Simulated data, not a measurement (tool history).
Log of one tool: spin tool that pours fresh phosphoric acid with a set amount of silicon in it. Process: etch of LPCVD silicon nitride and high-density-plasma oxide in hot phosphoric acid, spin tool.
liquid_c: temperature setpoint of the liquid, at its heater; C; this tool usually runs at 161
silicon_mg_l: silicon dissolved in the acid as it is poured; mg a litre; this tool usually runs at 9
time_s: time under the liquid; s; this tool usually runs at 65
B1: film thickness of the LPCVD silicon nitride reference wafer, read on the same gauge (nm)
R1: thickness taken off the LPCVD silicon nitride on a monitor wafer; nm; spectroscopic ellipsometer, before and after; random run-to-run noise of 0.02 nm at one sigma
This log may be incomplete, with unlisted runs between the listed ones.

Run 1, hour 0: usual settings; B1 139.96. Result: R1 5.15 nm.
Run 2, hour 27.9: usual settings; B1 140. Result: R1 5.16 nm.
Run 3, hour 52.1: usual settings but liquid_c 159.5 C; B1 139.99. Result: R1 4.9 nm.
Run 4, hour 72.6: usual settings but liquid_c 159.5 C; B1 140.01. Result: R1 4.91 nm.
Run 5, hour 104.5: usual settings but liquid_c 163.5 C; B1 139.97. Result: R1 5.63 nm.
Run 6, hour 140: usual settings but liquid_c 163.5 C; B1 140. Result: R1 5.63 nm.
At hour 143.5: heated supply line repaired.
At hour 157: thermometer replaced.
Run 7, hour 164.4: usual settings; B1 139.98. Result: R1 5.5 nm.
Run 8, hour 190: usual settings; B1 139.99. Result: R1 5.49 nm.
Run 9, hour 209.2: usual settings; B1 140.01. Result: R1 5.51 nm.
Run 10, hour 221.3: usual settings; B1 140.02. Result: R1 5.5 nm.
Run 11, hour 250.7: usual settings; B1 140.01. Result: R1 5.52 nm.
At hour 275: gauge calibrated.
Run 12, hour 275.4: usual settings but liquid_c 160 C, silicon_mg_l 11 mg a litre, time_s 90 s; B1 139.98. Result: R1 7.44 nm.
Run 13, hour 296: usual settings but liquid_c 162.5 C; B1 140. Result: R1 5.81 nm.
Run 14, hour 324.9: usual settings but time_s 40 s; B1 140.04. Result: R1 3.43 nm.
Run 15, hour 343.7: usual settings; B1 140.01. Result: R1 5.56 nm.
At hour 357: dissolved silicon flow meter replaced.
Run 16, hour 357.5: usual settings but liquid_c 163.5 C, time_s 105 s; B1 140. Result: R1 9.66 nm.
Run 17, hour 386.6: usual settings but liquid_c 162.5 C, time_s 85 s; B1 139.99. Result: R1 7.62 nm.
Run 18, hour 399.4: usual settings but liquid_c 160 C, silicon_mg_l 3.5 mg a litre, time_s 90 s; B1 139.99. Result: R1 7.41 nm.
Run 19, hour 423.9: usual settings but liquid_c 159 C, silicon_mg_l 2 mg a litre, time_s 50 s; B1 139.98. Result: R1 4.03 nm.
Run 20, hour 449.3: usual settings but liquid_c 158 C, silicon_mg_l 11 mg a litre; B1 140.01. Result: R1 5.09 nm.

What was the tool's hidden state at every run in the log?
dissolved silicon flow below the setpoint (%): 0 across all the runs
gauge reads high (%): 0 across all the runs
H1: liquid hotter than its thermometer reads (K)
H2: temperature lost on the way to the wafer (K)
run      H1     H2
  1    1.11   3.73
  2    1.18   3.77
  3    1.25   3.79
  4     1.3   3.82
  5    1.39   3.85
  6    1.48    3.9
  7  0.0588  0.693
  8   0.126  0.722
  9   0.177  0.744
 10   0.209  0.758
 11   0.286  0.792
 12   0.352  0.821
 13   0.406  0.845
 14   0.482  0.878
 15   0.532    0.9
 16   0.568  0.916
 17   0.645  0.949
 18   0.679  0.964
 19   0.743  0.992
 20    0.81   1.02
